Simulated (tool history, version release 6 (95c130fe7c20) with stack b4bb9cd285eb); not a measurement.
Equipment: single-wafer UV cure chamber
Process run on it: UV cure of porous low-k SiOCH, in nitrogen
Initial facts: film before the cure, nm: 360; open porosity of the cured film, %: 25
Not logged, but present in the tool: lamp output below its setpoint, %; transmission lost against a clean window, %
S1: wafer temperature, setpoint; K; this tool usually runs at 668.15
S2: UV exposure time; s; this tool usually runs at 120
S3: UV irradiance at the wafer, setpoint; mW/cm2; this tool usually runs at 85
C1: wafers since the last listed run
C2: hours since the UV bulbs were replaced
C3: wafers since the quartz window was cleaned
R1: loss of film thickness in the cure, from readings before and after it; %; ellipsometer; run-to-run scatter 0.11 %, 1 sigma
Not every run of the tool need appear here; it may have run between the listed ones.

{"run": 1, "hour": 0.0, "S1": 668.15, "S2": 140, "S3": 85, "C1": 0, "C2": 756.8, "C3": 417, "R1": 8.457}
{"run": 2, "hour": 35.5, "S1": 668.15, "S2": 140, "S3": 85, "C1": 175, "C2": 792.3, "C3": 593, "R1": 8.421}
{"run": 3, "hour": 57.8, "S1": 668.15, "S2": 165, "S3": 107, "C1": 110, "C2": 814.6, "C3": 704, "R1": 10.331}
{"run": 4, "hour": 88.6, "S1": 668.15, "S2": 120, "S3": 85, "C1": 152, "C2": 845.4, "C3": 856, "R1": 7.841}
{"run": 5, "hour": 102.4, "S1": 668.15, "S2": 120, "S3": 85, "C1": 68, "C2": 859.2, "C3": 925, "R1": 7.829}
{"run": 6, "hour": 134.0, "S1": 658.15, "S2": 120, "S3": 85, "C1": 156, "C2": 890.8, "C3": 1081, "R1": 7.319}
{"run": 7, "hour": 164.8, "S1": 658.15, "S2": 120, "S3": 85, "C1": 152, "C2": 921.6, "C3": 1234, "R1": 7.278}
{"run": 8, "hour": 195.2, "S1": 658.15, "S2": 120, "S3": 85, "C1": 150, "C2": 952, "C3": 1384, "R1": 7.408}
{"run": 9, "hour": 219.0, "S1": 668.15, "S2": 120, "S3": 85, "C1": 117, "C2": 975.8, "C3": 1502, "R1": 7.551}
{"run": 10, "hour": 233.2, "S1": 668.15, "S2": 120, "S3": 85, "C1": 70, "C2": 990, "C3": 1573, "R1": 7.555}
{"run": 11, "hour": 249.7, "S1": 668.15, "S2": 120, "S3": 85, "C1": 81, "C2": 1006.5, "C3": 1654, "R1": 7.312}
{"run": 12, "hour": 279.8, "S1": 668.15, "S2": 120, "S3": 85, "C1": 149, "C2": 1036.6, "C3": 1804, "R1": 7.336}
{"run": 13, "hour": 295.0, "S1": 668.15, "S2": 120, "S3": 85, "C1": 75, "C2": 1051.8, "C3": 1879, "R1": 7.342}
{"run": 14, "hour": 308.7, "S1": 653.15, "S2": 120, "S3": 85, "C1": 67, "C2": 1065.5, "C3": 1947, "R1": 7.312}
{"hour": 320.5, "done": "UV bulbs replaced"}
{"run": 15, "hour": 339.1, "S1": 663.15, "S2": 150, "S3": 56, "C1": 110, "C2": 18.6, "C3": 2058, "R1": 7.239}
{"run": 16, "hour": 358.9, "S1": 658.15, "S2": 150, "S3": 102, "C1": 98, "C2": 38.4, "C3": 2156, "R1": 9.804}
{"hour": 378.9, "done": "quartz window cleaned"}
{"run": 17, "hour": 379.4, "S1": 655.15, "S2": 190, "S3": 58, "C1": 61, "C2": 58.9, "C3": 2, "R1": 8.435}
{"run": 18, "hour": 406.2, "S1": 668.15, "S2": 120, "S3": 85, "C1": 132, "C2": 85.7, "C3": 135, "R1": 8.164}
{"run": 19, "hour": 427.4, "S1": 668.15, "S2": 120, "S3": 85, "C1": 105, "C2": 106.9, "C3": 240, "R1": 8.085}
{"run": 20, "hour": 453.1, "S1": 668.15, "S2": 120, "S3": 85, "C1": 127, "C2": 132.6, "C3": 367, "R1": 8.171}
{"run": 21, "hour": 482.3, "S1": 668.15, "S2": 70, "S3": 85, "C1": 144, "C2": 161.8, "C3": 512, "R1": 5.999}
{"run": 22, "hour": 498.0, "S1": 651.15, "S2": 175, "S3": 120, "C1": 77, "C2": 177.5, "C3": 590, "R1": 11.268}
{"run": 23, "hour": 522.7, "S1": 656.15, "S2": 120, "S3": 85, "C1": 122, "C2": 202.2, "C3": 712, "R1": 7.999}
{"run": 24, "hour": 550.5, "S1": 668.15, "S2": 180, "S3": 85, "C1": 137, "C2": 230, "C3": 850, "R1": 9.805}
{"run": 25, "hour": 566.4, "S1": 656.15, "S2": 120, "S3": 85, "C1": 78, "C2": 245.9, "C3": 929, "R1": 8.026}
{"run": 26, "hour": 579.4, "S1": 678.15, "S2": 75, "S3": 49, "C1": 64, "C2": 258.9, "C3": 993, "R1": 4.341}
{"run": 27, "hour": 600.9, "S1": 663.15, "S2": 150, "S3": 56, "C1": 106, "C2": 280.4, "C3": 1100, "R1": 7.136}

Hidden state, per run?
transmission lost against a clean window, %: 0 in every run
H1: lamp output below its setpoint, %
run=1 H1=11.5
run=2 H1=12.4
run=3 H1=13
run=4 H1=13.9
run=5 H1=14.3
run=6 H1=15.3
run=7 H1=16.3
run=8 H1=17.2
run=9 H1=18
run=10 H1=18.5
run=11 H1=19.1
run=12 H1=20.1
run=13 H1=20.7
run=14 H1=21.2
run=15 H1=2.47
run=16 H1=2.49
run=17 H1=2.52
run=18 H1=2.59
run=19 H1=2.66
run=20 H1=2.77
run=21 H1=2.91
run=22 H1=3.01
run=23 H1=3.17
run=24 H1=3.38
run=25 H1=3.51
run=26 H1=3.62
run=27 H1=3.82
